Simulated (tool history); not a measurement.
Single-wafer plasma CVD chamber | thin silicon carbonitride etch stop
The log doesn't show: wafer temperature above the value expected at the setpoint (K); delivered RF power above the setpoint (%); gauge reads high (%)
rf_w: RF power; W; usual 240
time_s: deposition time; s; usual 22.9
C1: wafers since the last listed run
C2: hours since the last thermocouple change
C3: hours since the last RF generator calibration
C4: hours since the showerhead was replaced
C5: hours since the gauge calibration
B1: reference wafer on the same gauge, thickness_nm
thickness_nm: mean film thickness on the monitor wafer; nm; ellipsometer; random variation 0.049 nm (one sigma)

{"run": 1, "hour": 0.0, "rf_w": 205, "time_s": 22.9, "C1": 0, "C2": 476.5, "C3": 1786.5, "C4": 3336, "C5": 372.1, "B1": 12.232, "thickness_nm": 12.596}
{"run": 2, "hour": 64.3, "rf_w": 205, "time_s": 22.9, "C1": 3012, "C2": 540.8, "C3": 1850.8, "C4": 3400.3, "C5": 436.4, "B1": 12.206, "thickness_nm": 12.509}
{"run": 3, "hour": 103.0, "rf_w": 225, "time_s": 25.2, "C1": 1812, "C2": 579.5, "C3": 1889.5, "C4": 3439, "C5": 475.1, "B1": 12.182, "thickness_nm": 14.112}
{"run": 4, "hour": 158.1, "rf_w": 240, "time_s": 22.9, "C1": 2581, "C2": 634.6, "C3": 1944.6, "C4": 3494.1, "C5": 530.2, "B1": 12.134, "thickness_nm": 12.972}
{"run": 5, "hour": 205.3, "rf_w": 240, "time_s": 22.9, "C1": 2210, "C2": 681.8, "C3": 1991.8, "C4": 3541.3, "C5": 577.4, "B1": 12.106, "thickness_nm": 12.892}
{"hour": 261.5, "done": "gauge calibrated"}
{"run": 6, "hour": 276.4, "rf_w": 240, "time_s": 22.9, "C1": 3330, "C2": 752.9, "C3": 2062.9, "C4": 3612.4, "C5": 14.9, "B1": 12.285, "thickness_nm": 13.097}
{"hour": 306.6, "done": "RF generator calibrated"}
{"run": 7, "hour": 466.9, "rf_w": 270, "time_s": 25.4, "C1": 8548, "C2": 943.4, "C3": 160.3, "C4": 3802.9, "C5": 205.4, "B1": 12.274, "thickness_nm": 14.903}
{"run": 8, "hour": 515.9, "rf_w": 270, "time_s": 25.4, "C1": 2295, "C2": 992.4, "C3": 209.3, "C4": 3851.9, "C5": 254.4, "B1": 12.24, "thickness_nm": 14.978}
{"hour": 538.5, "done": "thermocouple changed; heater temperature recalibrated"}
{"hour": 561.7, "done": "showerhead replaced"}
{"run": 9, "hour": 568.4, "rf_w": 195, "time_s": 22.9, "C1": 1709, "C2": 29.9, "C3": 261.8, "C4": 6.7, "C5": 306.9, "B1": 12.232, "thickness_nm": 12.513}
{"run": 10, "hour": 625.2, "rf_w": 260, "time_s": 19.1, "C1": 2660, "C2": 86.7, "C3": 318.6, "C4": 63.5, "C5": 363.7, "B1": 12.201, "thickness_nm": 11.059}
{"run": 11, "hour": 650.5, "rf_w": 240, "time_s": 22.9, "C1": 1185, "C2": 112, "C3": 343.9, "C4": 88.8, "C5": 389, "B1": 12.191, "thickness_nm": 13.093}

The next listed run, before its measurement:
{"run": 12, "hour": 694.0, "rf_w": 200, "time_s": 21.5, "C1": 2037, "C2": 155.5, "C3": 387.4, "C4": 132.3, "C5": 432.5, "B1": "?", "thickness_nm": "?"}

{"run 12": {"B1": 12.176, "thickness_nm": 11.757}}
Without the tool's hidden state the same run would have given thickness_nm 11.888 nm.

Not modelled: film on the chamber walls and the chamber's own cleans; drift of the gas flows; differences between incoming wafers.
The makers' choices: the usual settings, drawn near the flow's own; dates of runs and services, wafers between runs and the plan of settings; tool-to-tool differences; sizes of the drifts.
